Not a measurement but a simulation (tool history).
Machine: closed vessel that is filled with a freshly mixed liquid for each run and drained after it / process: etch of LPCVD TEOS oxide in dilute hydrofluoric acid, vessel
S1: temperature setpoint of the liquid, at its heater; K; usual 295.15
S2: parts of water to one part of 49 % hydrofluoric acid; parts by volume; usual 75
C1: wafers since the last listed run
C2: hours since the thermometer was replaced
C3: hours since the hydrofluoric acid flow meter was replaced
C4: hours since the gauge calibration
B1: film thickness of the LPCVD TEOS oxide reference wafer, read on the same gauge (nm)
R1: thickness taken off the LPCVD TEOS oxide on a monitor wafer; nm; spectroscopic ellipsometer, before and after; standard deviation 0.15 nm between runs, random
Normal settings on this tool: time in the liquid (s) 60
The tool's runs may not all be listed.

{"run": 1, "hour": 0.0, "S1": 291.15, "S2": 75, "time in the liquid (s)": 60, "C1": 0, "C2": 1263.6, "C3": 1349.1, "C4": 1986.7, "B1": 40.01, "R1": 11.98}
{"run": 2, "hour": 49.9, "S1": 291.15, "S2": 75, "time in the liquid (s)": 60, "C1": 3064, "C2": 1313.5, "C3": 1399, "C4": 2036.6, "B1": 39.98, "R1": 11.87}
{"run": 3, "hour": 90.6, "S1": 291.15, "S2": 75, "time in the liquid (s)": 60, "C1": 2499, "C2": 1354.2, "C3": 1439.7, "C4": 2077.3, "B1": 40, "R1": 12.05}
{"hour": 147.5, "done": "hydrofluoric acid flow meter replaced"}
{"run": 4, "hour": 152.6, "S1": 295.15, "S2": 75, "time in the liquid (s)": 60, "C1": 3745, "C2": 1416.2, "C3": 5.1, "C4": 2139.3, "B1": 40, "R1": 15.05}
{"run": 5, "hour": 225.7, "S1": 295.15, "S2": 75, "time in the liquid (s)": 60, "C1": 4488, "C2": 1489.3, "C3": 78.2, "C4": 2212.4, "B1": 39.99, "R1": 15.11}
{"run": 6, "hour": 280.6, "S1": 295.15, "S2": 75, "time in the liquid (s)": 60, "C1": 3371, "C2": 1544.2, "C3": 133.1, "C4": 2267.3, "B1": 40.04, "R1": 14.94}
{"run": 7, "hour": 348.0, "S1": 295.15, "S2": 75, "time in the liquid (s)": 60, "C1": 4138, "C2": 1611.6, "C3": 200.5, "C4": 2334.7, "B1": 39.99, "R1": 14.66}
{"run": 8, "hour": 385.0, "S1": 295.15, "S2": 75, "time in the liquid (s)": 60, "C1": 2271, "C2": 1648.6, "C3": 237.5, "C4": 2371.7, "B1": 39.99, "R1": 15.04}
{"run": 9, "hour": 439.2, "S1": 295.15, "S2": 75, "time in the liquid (s)": 60, "C1": 3328, "C2": 1702.8, "C3": 291.7, "C4": 2425.9, "B1": 39.99, "R1": 14.91}
{"run": 10, "hour": 519.4, "S1": 295.15, "S2": 75, "time in the liquid (s)": 60, "C1": 4924, "C2": 1783, "C3": 371.9, "C4": 2506.1, "B1": 40.02, "R1": 14.82}
{"run": 11, "hour": 574.4, "S1": 295.15, "S2": 100, "time in the liquid (s)": 50, "C1": 3377, "C2": 1838, "C3": 426.9, "C4": 2561.1, "B1": 39.98, "R1": 8.96}
{"run": 12, "hour": 617.4, "S1": 295.15, "S2": 100, "time in the liquid (s)": 50, "C1": 2640, "C2": 1881, "C3": 469.9, "C4": 2604.1, "B1": 39.99, "R1": 8.73}
{"run": 13, "hour": 661.1, "S1": 295.15, "S2": 75, "time in the liquid (s)": 60, "C1": 2683, "C2": 1924.7, "C3": 513.6, "C4": 2647.8, "B1": 40.03, "R1": 14.48}
{"hour": 751.5, "done": "thermometer replaced"}
{"run": 14, "hour": 754.9, "S1": 295.15, "S2": 75, "time in the liquid (s)": 60, "C1": 5698, "C2": 3.4, "C3": 607.4, "C4": 2741.6, "B1": 39.97, "R1": 15.07}
{"hour": 796.1, "done": "gauge calibrated"}
{"run": 15, "hour": 824.2, "S1": 298.65, "S2": 75, "time in the liquid (s)": 60, "C1": 4255, "C2": 72.7, "C3": 676.7, "C4": 28.1, "B1": 40.02, "R1": 17.07}
{"run": 16, "hour": 909.0, "S1": 293.65, "S2": 90, "time in the liquid (s)": 35, "C1": 5207, "C2": 157.5, "C3": 761.5, "C4": 112.9, "B1": 39.99, "R1": 6.74}
{"run": 17, "hour": 1161.7, "S1": 297.15, "S2": 75, "time in the liquid (s)": 50, "C1": 15516, "C2": 410.2, "C3": 1014.2, "C4": 365.6, "B1": 39.99, "R1": 13.38}
{"run": 18, "hour": 1251.0, "S1": 295.15, "S2": 60, "time in the liquid (s)": 80, "C1": 5483, "C2": 499.5, "C3": 1103.5, "C4": 454.9, "B1": 39.98, "R1": 24.68}
{"run": 19, "hour": 1357.1, "S1": 295.15, "S2": 115, "time in the liquid (s)": 50, "C1": 6514, "C2": 605.6, "C3": 1209.6, "C4": 561, "B1": 40, "R1": 7.54}
{"run": 20, "hour": 1411.7, "S1": 295.15, "S2": 75, "time in the liquid (s)": 60, "C1": 3352, "C2": 660.2, "C3": 1264.2, "C4": 615.6, "B1": 40.04, "R1": 14.42}
{"run": 21, "hour": 1502.3, "S1": 290.65, "S2": 55, "time in the liquid (s)": 85, "C1": 5563, "C2": 750.8, "C3": 1354.8, "C4": 706.2, "B1": 39.98, "R1": 23.76}
{"run": 22, "hour": 1561.2, "S1": 299.15, "S2": 75, "time in the liquid (s)": 80, "C1": 3616, "C2": 809.7, "C3": 1413.7, "C4": 765.1, "B1": 40.02, "R1": 22.51}
{"run": 23, "hour": 1641.7, "S1": 295.15, "S2": 35, "time in the liquid (s)": 60, "C1": 4943, "C2": 890.2, "C3": 1494.2, "C4": 845.6, "B1": 39.99, "R1": 31.74}
{"run": 24, "hour": 1705.9, "S1": 297.65, "S2": 45, "time in the liquid (s)": 50, "C1": 3942, "C2": 954.4, "C3": 1558.4, "C4": 909.8, "B1": 40.01, "R1": 22.96}
{"run": 25, "hour": 1786.7, "S1": 298.65, "S2": 90, "time in the liquid (s)": 30, "C1": 4961, "C2": 1035.2, "C3": 1639.2, "C4": 990.6, "B1": 39.99, "R1": 6.7}
{"hour": 1868.5, "done": "hydrofluoric acid flow meter replaced"}
{"run": 26, "hour": 1875.9, "S1": 295.15, "S2": 75, "time in the liquid (s)": 60, "C1": 5415, "C2": 1124.4, "C3": 7.4, "C4": 1079.8, "B1": 40.01, "R1": 14.86}
{"run": 27, "hour": 1926.7, "S1": 295.15, "S2": 75, "time in the liquid (s)": 30, "C1": 3119, "C2": 1175.2, "C3": 58.2, "C4": 1130.6, "B1": 40.04, "R1": 7.4}
{"run": 28, "hour": 1973.2, "S1": 297.15, "S2": 105, "time in the liquid (s)": 90, "C1": 2855, "C2": 1221.7, "C3": 104.7, "C4": 1177.1, "B1": 39.99, "R1": 16.73}
{"run": 29, "hour": 2065.9, "S1": 295.15, "S2": 75, "time in the liquid (s)": 60, "C1": 5692, "C2": 1314.4, "C3": 197.4, "C4": 1269.8, "B1": 40.03, "R1": 14.61}
{"run": 30, "hour": 2133.0, "S1": 295.15, "S2": 75, "time in the liquid (s)": 60, "C1": 4120, "C2": 1381.5, "C3": 264.5, "C4": 1336.9, "B1": 39.98, "R1": 14.66}
{"run": 31, "hour": 2191.2, "S1": 290.65, "S2": 75, "time in the liquid (s)": 80, "C1": 3573, "C2": 1439.7, "C3": 322.7, "C4": 1395.1, "B1": 40.03, "R1": 15.96}
{"run": 32, "hour": 2280.5, "S1": 290.65, "S2": 35, "time in the liquid (s)": 80, "C1": 5483, "C2": 1529, "C3": 412, "C4": 1484.4, "B1": 40.01, "R1": 35.88}
{"run": 33, "hour": 2333.6, "S1": 295.15, "S2": 90, "time in the liquid (s)": 60, "C1": 3260, "C2": 1582.1, "C3": 465.1, "C4": 1537.5, "B1": 40, "R1": 11.79}
{"run": 34, "hour": 2423.0, "S1": 295.15, "S2": 40, "time in the liquid (s)": 60, "C1": 5489, "C2": 1671.5, "C3": 554.5, "C4": 1626.9, "B1": 40.01, "R1": 28.22}

For each run, what was the tool's unlogged condition?
gauge reads high (%): 0 in every run
H1: liquid colder than its thermometer reads (K)
H2: hydrofluoric acid flow below the setpoint (%)
run=1 H1=0.709 H2=3.76
run=2 H1=0.736 H2=3.89
run=3 H1=0.757 H2=3.99
run=4 H1=0.79 H2=0.102
run=5 H1=0.829 H2=0.286
run=6 H1=0.859 H2=0.425
run=7 H1=0.895 H2=0.595
run=8 H1=0.914 H2=0.688
run=9 H1=0.943 H2=0.825
run=10 H1=0.986 H2=1.03
run=11 H1=1.02 H2=1.17
run=12 H1=1.04 H2=1.27
run=13 H1=1.06 H2=1.38
run=14 H1=0.104 H2=1.62
run=15 H1=0.141 H2=1.8
run=16 H1=0.186 H2=2.01
run=17 H1=0.321 H2=2.65
run=18 H1=0.368 H2=2.87
run=19 H1=0.425 H2=3.14
run=20 H1=0.454 H2=3.28
run=21 H1=0.502 H2=3.51
run=22 H1=0.534 H2=3.66
run=23 H1=0.577 H2=3.86
run=24 H1=0.611 H2=4.02
run=25 H1=0.654 H2=4.22
run=26 H1=0.702 H2=0.266
run=27 H1=0.729 H2=0.394
run=28 H1=0.753 H2=0.511
run=29 H1=0.803 H2=0.745
run=30 H1=0.839 H2=0.914
run=31 H1=0.87 H2=1.06
run=32 H1=0.917 H2=1.29
run=33 H1=0.946 H2=1.42
run=34 H1=0.993 H2=1.65
